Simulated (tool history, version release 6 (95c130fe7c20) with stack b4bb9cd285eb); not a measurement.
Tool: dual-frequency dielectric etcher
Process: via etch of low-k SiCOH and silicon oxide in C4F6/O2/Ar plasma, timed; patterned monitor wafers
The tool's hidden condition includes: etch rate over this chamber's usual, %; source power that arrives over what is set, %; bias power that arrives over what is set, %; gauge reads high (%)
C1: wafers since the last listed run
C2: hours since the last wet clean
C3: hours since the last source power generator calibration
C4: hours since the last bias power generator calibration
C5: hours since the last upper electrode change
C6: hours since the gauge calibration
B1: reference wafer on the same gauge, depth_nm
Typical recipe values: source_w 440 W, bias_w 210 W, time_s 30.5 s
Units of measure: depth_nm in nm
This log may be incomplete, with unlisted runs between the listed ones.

{"run": 1, "hour": 0.0, "source_w": 440, "bias_w": 229, "time_s": 30.5, "C1": 0, "C2": 530.5, "C3": 3388.6, "C4": 1269.5, "C5": 3287.9, "C6": 269.8, "B1": 64.9, "depth_nm": 74.7}
{"run": 2, "hour": 10.2, "source_w": 440, "bias_w": 229, "time_s": 30.5, "C1": 101, "C2": 540.7, "C3": 3398.8, "C4": 1279.7, "C5": 3298.1, "C6": 280.0, "B1": 64.9, "depth_nm": 73.8}
{"run": 3, "hour": 17.4, "source_w": 440, "bias_w": 229, "time_s": 30.5, "C1": 71, "C2": 547.9, "C3": 3406.0, "C4": 1286.9, "C5": 3305.3, "C6": 287.2, "B1": 64.8, "depth_nm": 74.8}
{"run": 4, "hour": 27.9, "source_w": 440, "bias_w": 210, "time_s": 30.5, "C1": 104, "C2": 558.4, "C3": 3416.5, "C4": 1297.4, "C5": 3315.8, "C6": 297.7, "B1": 64.9, "depth_nm": 72.0}
{"hour": 43.7, "done": "source power generator calibrated"}
{"run": 5, "hour": 44.6, "source_w": 440, "bias_w": 210, "time_s": 30.5, "C1": 126, "C2": 575.1, "C3": 0.9, "C4": 1314.1, "C5": 3332.5, "C6": 314.4, "B1": 64.9, "depth_nm": 71.7}
{"hour": 52.3, "done": "gauge calibrated"}
{"hour": 71.1, "done": "upper electrode replaced"}
{"run": 6, "hour": 71.6, "source_w": 440, "bias_w": 210, "time_s": 30.5, "C1": 29, "C2": 602.1, "C3": 27.9, "C4": 1341.1, "C5": 0.5, "C6": 19.3, "B1": 64.9, "depth_nm": 71.5}
{"run": 7, "hour": 72.3, "source_w": 440, "bias_w": 210, "time_s": 30.5, "C1": 6, "C2": 602.8, "C3": 28.6, "C4": 1341.8, "C5": 1.2, "C6": 20.0, "B1": 64.9, "depth_nm": 71.2}
{"hour": 101.5, "done": "wet clean of the chamber"}
{"run": 8, "hour": 102.0, "source_w": 440, "bias_w": 210, "time_s": 30.5, "C1": 56, "C2": 0.5, "C3": 58.3, "C4": 1371.5, "C5": 30.9, "C6": 49.7, "B1": 64.9, "depth_nm": 73.4}
{"run": 9, "hour": 102.3, "source_w": 440, "bias_w": 189, "time_s": 30.5, "C1": 2, "C2": 0.8, "C3": 58.6, "C4": 1371.8, "C5": 31.2, "C6": 50.0, "B1": 64.9, "depth_nm": 71.3}
{"run": 10, "hour": 119.4, "source_w": 480, "bias_w": 210, "time_s": 30.5, "C1": 170, "C2": 17.9, "C3": 75.7, "C4": 1388.9, "C5": 48.3, "C6": 67.1, "B1": 64.9, "depth_nm": 78.4}
{"run": 11, "hour": 132.5, "source_w": 440, "bias_w": 162, "time_s": 25.5, "C1": 130, "C2": 31.0, "C3": 88.8, "C4": 1402.0, "C5": 61.4, "C6": 80.2, "B1": 64.9, "depth_nm": 56.9}
{"run": 12, "hour": 139.1, "source_w": 470, "bias_w": 159, "time_s": 25.0, "C1": 65, "C2": 37.6, "C3": 95.4, "C4": 1408.6, "C5": 68.0, "C6": 86.8, "B1": 64.9, "depth_nm": 56.6}
{"run": 13, "hour": 149.0, "source_w": 360, "bias_w": 195, "time_s": 30.5, "C1": 98, "C2": 47.5, "C3": 105.3, "C4": 1418.5, "C5": 77.9, "C6": 96.7, "B1": 64.9, "depth_nm": 64.2}
{"run": 14, "hour": 166.9, "source_w": 440, "bias_w": 234, "time_s": 30.5, "C1": 178, "C2": 65.4, "C3": 123.2, "C4": 1436.4, "C5": 95.8, "C6": 114.6, "B1": 64.8, "depth_nm": 77.3}
{"run": 15, "hour": 181.0, "source_w": 500, "bias_w": 169, "time_s": 37.0, "C1": 140, "C2": 79.5, "C3": 137.3, "C4": 1450.5, "C5": 109.9, "C6": 128.7, "B1": 64.9, "depth_nm": 88.4}
{"run": 16, "hour": 197.1, "source_w": 360, "bias_w": 225, "time_s": 35.0, "C1": 160, "C2": 95.6, "C3": 153.4, "C4": 1466.6, "C5": 126.0, "C6": 144.8, "B1": 65.0, "depth_nm": 77.4}
{"hour": 214.0, "done": "bias power generator calibrated"}
{"run": 17, "hour": 214.5, "source_w": 380, "bias_w": 170, "time_s": 24.0, "C1": 133, "C2": 113.0, "C3": 170.8, "C4": 0.5, "C5": 143.4, "C6": 162.2, "B1": 64.8, "depth_nm": 49.2}
{"run": 18, "hour": 224.1, "source_w": 380, "bias_w": 183, "time_s": 24.5, "C1": 95, "C2": 122.6, "C3": 180.4, "C4": 10.1, "C5": 153.0, "C6": 171.8, "B1": 65.0, "depth_nm": 51.4}
{"run": 19, "hour": 233.4, "source_w": 440, "bias_w": 191, "time_s": 30.5, "C1": 92, "C2": 131.9, "C3": 189.7, "C4": 19.4, "C5": 162.3, "C6": 181.1, "B1": 64.8, "depth_nm": 70.3}
{"run": 20, "hour": 239.9, "source_w": 490, "bias_w": 226, "time_s": 36.0, "C1": 64, "C2": 138.4, "C3": 196.2, "C4": 25.9, "C5": 168.8, "C6": 187.6, "B1": 64.9, "depth_nm": 94.4}
{"run": 21, "hour": 246.5, "source_w": 440, "bias_w": 210, "time_s": 30.5, "C1": 65, "C2": 145.0, "C3": 202.8, "C4": 32.5, "C5": 175.4, "C6": 194.2, "B1": 64.8, "depth_nm": 73.0}
{"run": 22, "hour": 252.8, "source_w": 440, "bias_w": 210, "time_s": 30.5, "C1": 62, "C2": 151.3, "C3": 209.1, "C4": 38.8, "C5": 181.7, "C6": 200.5, "B1": 64.9, "depth_nm": 73.7}
{"run": 23, "hour": 266.9, "source_w": 550, "bias_w": 189, "time_s": 37.5, "C1": 140, "C2": 165.4, "C3": 223.2, "C4": 52.9, "C5": 195.8, "C6": 214.6, "B1": 64.9, "depth_nm": 97.9}
{"run": 24, "hour": 282.1, "source_w": 440, "bias_w": 210, "time_s": 30.5, "C1": 151, "C2": 180.6, "C3": 238.4, "C4": 68.1, "C5": 211.0, "C6": 229.8, "B1": 65.0, "depth_nm": 72.7}
{"run": 25, "hour": 296.5, "source_w": 390, "bias_w": 210, "time_s": 30.5, "C1": 143, "C2": 195.0, "C3": 252.8, "C4": 82.5, "C5": 225.4, "C6": 244.2, "B1": 64.8, "depth_nm": 68.3}
{"run": 26, "hour": 312.2, "source_w": 400, "bias_w": 160, "time_s": 35.5, "C1": 156, "C2": 210.7, "C3": 268.5, "C4": 98.2, "C5": 241.1, "C6": 259.9, "B1": 64.9, "depth_nm": 73.1}
{"run": 27, "hour": 329.6, "source_w": 440, "bias_w": 210, "time_s": 27.5, "C1": 173, "C2": 228.1, "C3": 285.9, "C4": 115.6, "C5": 258.5, "C6": 277.3, "B1": 64.9, "depth_nm": 65.1}
{"run": 28, "hour": 341.5, "source_w": 440, "bias_w": 231, "time_s": 30.5, "C1": 118, "C2": 240.0, "C3": 297.8, "C4": 127.5, "C5": 270.4, "C6": 289.2, "B1": 64.8, "depth_nm": 75.8}
{"hour": 342.9, "done": "gauge calibrated"}
{"run": 29, "hour": 348.7, "source_w": 380, "bias_w": 183, "time_s": 24.5, "C1": 71, "C2": 247.2, "C3": 305.0, "C4": 134.7, "C5": 277.6, "C6": 5.8, "B1": 64.9, "depth_nm": 50.9}
{"run": 30, "hour": 360.8, "source_w": 440, "bias_w": 210, "time_s": 30.5, "C1": 120, "C2": 259.3, "C3": 317.1, "C4": 146.8, "C5": 289.7, "C6": 17.9, "B1": 64.9, "depth_nm": 72.8}

Give the tool's hidden conditions for every run:
source power that arrives over what is set, %: 0, the same for each run
bias power that arrives over what is set, %: 0, the same for each run
gauge reads high (%): 0, the same for each run
H1: etch rate over this chamber's usual, %
run=1 H1=-3.1
run=2 H1=-3.17
run=3 H1=-3.22
run=4 H1=-3.3
run=5 H1=-3.41
run=6 H1=-3.6
run=7 H1=-3.61
run=8 H1=-0.487
run=9 H1=-0.489
run=10 H1=-0.608
run=11 H1=-0.699
run=12 H1=-0.745
run=13 H1=-0.814
run=14 H1=-0.938
run=15 H1=-1.04
run=16 H1=-1.15
run=17 H1=-1.27
run=18 H1=-1.34
run=19 H1=-1.4
run=20 H1=-1.45
run=21 H1=-1.49
run=22 H1=-1.53
run=23 H1=-1.63
run=24 H1=-1.74
run=25 H1=-1.84
run=26 H1=-1.95
run=27 H1=-2.07
run=28 H1=-2.15
run=29 H1=-2.2
run=30 H1=-2.28
